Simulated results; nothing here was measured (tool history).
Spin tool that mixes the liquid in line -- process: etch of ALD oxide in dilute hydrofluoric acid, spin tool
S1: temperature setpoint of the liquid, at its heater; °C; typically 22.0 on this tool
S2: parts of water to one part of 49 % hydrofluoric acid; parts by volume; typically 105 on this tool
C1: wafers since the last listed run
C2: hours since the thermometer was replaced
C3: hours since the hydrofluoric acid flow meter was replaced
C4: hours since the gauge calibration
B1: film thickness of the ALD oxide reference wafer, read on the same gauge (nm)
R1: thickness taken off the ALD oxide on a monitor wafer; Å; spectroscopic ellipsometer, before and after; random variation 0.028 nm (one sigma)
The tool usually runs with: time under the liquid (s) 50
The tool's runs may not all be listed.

run 1 hour=0.0 | S1=22.0 S2=105 time_under_the_liquid_(s)=50 | C1=0 C2=611.9 C3=1422.3 C4=233.8 | B1=130.01 | R1=56.9
run 2 hour=11.4 | S1=22.0 S2=105 time_under_the_liquid_(s)=50 | C1=131 C2=623.3 C3=1433.7 C4=245.2 | B1=129.98 | R1=56.8
run 3 hour=21.0 | S1=22.0 S2=105 time_under_the_liquid_(s)=50 | C1=110 C2=632.9 C3=1443.3 C4=254.8 | B1=130.01 | R1=56.7
run 4 hour=28.2 | S1=18.5 S2=140 time_under_the_liquid_(s)=50 | C1=82 C2=640.1 C3=1450.5 C4=262.0 | B1=129.99 | R1=36.1
run 5 hour=42.7 | S1=18.5 S2=140 time_under_the_liquid_(s)=50 | C1=166 C2=654.6 C3=1465.0 C4=276.5 | B1=130.00 | R1=35.8
run 6 hour=56.6 | S1=23.5 S2=105 time_under_the_liquid_(s)=50 | C1=160 C2=668.5 C3=1478.9 C4=290.4 | B1=130.03 | R1=60.6
run 7 hour=63.9 | S1=23.5 S2=105 time_under_the_liquid_(s)=50 | C1=84 C2=675.8 C3=1486.2 C4=297.7 | B1=129.98 | R1=61.1
-- hour=76.4 gauge calibrated
run 8 hour=80.9 | S1=22.0 S2=105 time_under_the_liquid_(s)=50 | C1=195 C2=692.8 C3=1503.2 C4=4.5 | B1=129.99 | R1=57.0
run 9 hour=95.3 | S1=22.0 S2=85 time_under_the_liquid_(s)=30 | C1=165 C2=707.2 C3=1517.6 C4=18.9 | B1=130.01 | R1=44.1
run 10 hour=111.6 | S1=20.0 S2=105 time_under_the_liquid_(s)=65 | C1=187 C2=723.5 C3=1533.9 C4=35.2 | B1=129.96 | R1=69.2
run 11 hour=126.6 | S1=20.0 S2=105 time_under_the_liquid_(s)=65 | C1=172 C2=738.5 C3=1548.9 C4=50.2 | B1=130.03 | R1=69.6
run 12 hour=132.7 | S1=26.0 S2=105 time_under_the_liquid_(s)=50 | C1=70 C2=744.6 C3=1555.0 C4=56.3 | B1=130.03 | R1=67.6
run 13 hour=142.3 | S1=22.0 S2=105 time_under_the_liquid_(s)=50 | C1=110 C2=754.2 C3=1564.6 C4=65.9 | B1=130.00 | R1=58.1
run 14 hour=149.8 | S1=22.0 S2=105 time_under_the_liquid_(s)=50 | C1=86 C2=761.7 C3=1572.1 C4=73.4 | B1=129.99 | R1=57.5
run 15 hour=162.6 | S1=27.0 S2=105 time_under_the_liquid_(s)=50 | C1=147 C2=774.5 C3=1584.9 C4=86.2 | B1=130.01 | R1=70.5
run 16 hour=169.8 | S1=22.0 S2=105 time_under_the_liquid_(s)=50 | C1=82 C2=781.7 C3=1592.1 C4=93.4 | B1=130.00 | R1=57.9
run 17 hour=187.3 | S1=19.0 S2=105 time_under_the_liquid_(s)=50 | C1=201 C2=799.2 C3=1609.6 C4=110.9 | B1=129.99 | R1=51.0
-- hour=195.5 thermometer replaced
run 18 hour=202.0 | S1=25.5 S2=105 time_under_the_liquid_(s)=40 | C1=157 C2=6.5 C3=1624.3 C4=125.6 | B1=130.01 | R1=49.3
run 19 hour=217.1 | S1=22.0 S2=105 time_under_the_liquid_(s)=50 | C1=173 C2=21.6 C3=1639.4 C4=140.7 | B1=129.98 | R1=54.0
-- hour=222.8 hydrofluoric acid flow meter replaced
run 20 hour=225.1 | S1=22.0 S2=105 time_under_the_liquid_(s)=50 | C1=80 C2=29.6 C3=2.3 C4=148.7 | B1=129.99 | R1=54.5
run 21 hour=235.1 | S1=24.0 S2=135 time_under_the_liquid_(s)=20 | C1=115 C2=39.6 C3=12.3 C4=158.7 | B1=130.00 | R1=17.7
run 22 hour=251.2 | S1=22.0 S2=105 time_under_the_liquid_(s)=50 | C1=185 C2=55.7 C3=28.4 C4=174.8 | B1=129.98 | R1=54.0
run 23 hour=259.9 | S1=18.5 S2=60 time_under_the_liquid_(s)=50 | C1=100 C2=64.4 C3=37.1 C4=183.5 | B1=129.99 | R1=87.1
run 24 hour=277.6 | S1=17.5 S2=120 time_under_the_liquid_(s)=35 | C1=203 C2=82.1 C3=54.8 C4=201.2 | B1=130.00 | R1=27.2
run 25 hour=284.2 | S1=19.0 S2=75 time_under_the_liquid_(s)=70 | C1=75 C2=88.7 C3=61.4 C4=207.8 | B1=129.99 | R1=97.3
run 26 hour=293.4 | S1=22.0 S2=65 time_under_the_liquid_(s)=50 | C1=105 C2=97.9 C3=70.6 C4=217.0 | B1=130.01 | R1=91.8
run 27 hour=307.8 | S1=22.0 S2=105 time_under_the_liquid_(s)=50 | C1=165 C2=112.3 C3=85.0 C4=231.4 | B1=129.98 | R1=54.8
run 28 hour=318.6 | S1=22.0 S2=105 time_under_the_liquid_(s)=50 | C1=124 C2=123.1 C3=95.8 C4=242.2 | B1=130.02 | R1=54.1
run 29 hour=335.5 | S1=24.0 S2=150 time_under_the_liquid_(s)=65 | C1=194 C2=140.0 C3=112.7 C4=259.1 | B1=130.00 | R1=51.6
run 30 hour=349.3 | S1=20.5 S2=60 time_under_the_liquid_(s)=50 | C1=158 C2=153.8 C3=126.5 C4=272.9 | B1=130.01 | R1=94.8
run 31 hour=366.7 | S1=22.0 S2=120 time_under_the_liquid_(s)=40 | C1=200 C2=171.2 C3=143.9 C4=290.3 | B1=130.01 | R1=37.8
run 32 hour=380.5 | S1=26.0 S2=125 time_under_the_liquid_(s)=50 | C1=158 C2=185.0 C3=157.7 C4=304.1 | B1=129.99 | R1=52.5
run 33 hour=394.4 | S1=22.0 S2=90 time_under_the_liquid_(s)=50 | C1=160 C2=198.9 C3=171.6 C4=318.0 | B1=130.01 | R1=65.7
run 34 hour=403.6 | S1=24.5 S2=80 time_under_the_liquid_(s)=70 | C1=105 C2=208.1 C3=180.8 C4=327.2 | B1=130.02 | R1=115.9
run 35 hour=419.5 | S1=18.0 S2=85 time_under_the_liquid_(s)=20 | C1=183 C2=224.0 C3=196.7 C4=343.1 | B1=130.00 | R1=23.9
run 36 hour=433.5 | S1=24.0 S2=140 time_under_the_liquid_(s)=50 | C1=161 C2=238.0 C3=210.7 C4=357.1 | B1=129.98 | R1=43.3

A few steps of R1 between consecutive runs. Split each: what settings, incoming material and random variation would produce without the hidden state, and what is left over for the hidden state, along with gauge scatter present in only one of the two compared results (measured, and without hidden state):
Hidden conditions of the tool in this case: liquid hotter than its thermometer reads (K); hydrofluoric acid flow above the setpoint (%); gauge reads high (%).
Run 9 -> 10: S1 22.0 -> 20.0, S2 85 -> 105, time under the liquid (s) 30 -> 65. R1 +25.1 Å: hidden state +1.8, all else +23.3.
Run 17 -> 18: S1 19.0 -> 25.5, time under the liquid (s) 50 -> 40, thermometer replaced. R1 -1.7 Å: hidden state -3.5, all else +1.8.
Run 23 -> 24: S1 18.5 -> 17.5, S2 60 -> 120, time under the liquid (s) 50 -> 35. R1 -59.9 Å: hidden state -0.9, all else -59.0.
Run 24 -> 25: S1 17.5 -> 19.0, S2 120 -> 75, time under the liquid (s) 35 -> 70. R1 +70.1 Å: hidden state +1.2, all else +68.9.
Run 34 -> 35: S1 24.5 -> 18.0, S2 80 -> 85, time under the liquid (s) 70 -> 20. R1 -92.0 Å: hidden state -2.5, all else -89.5.
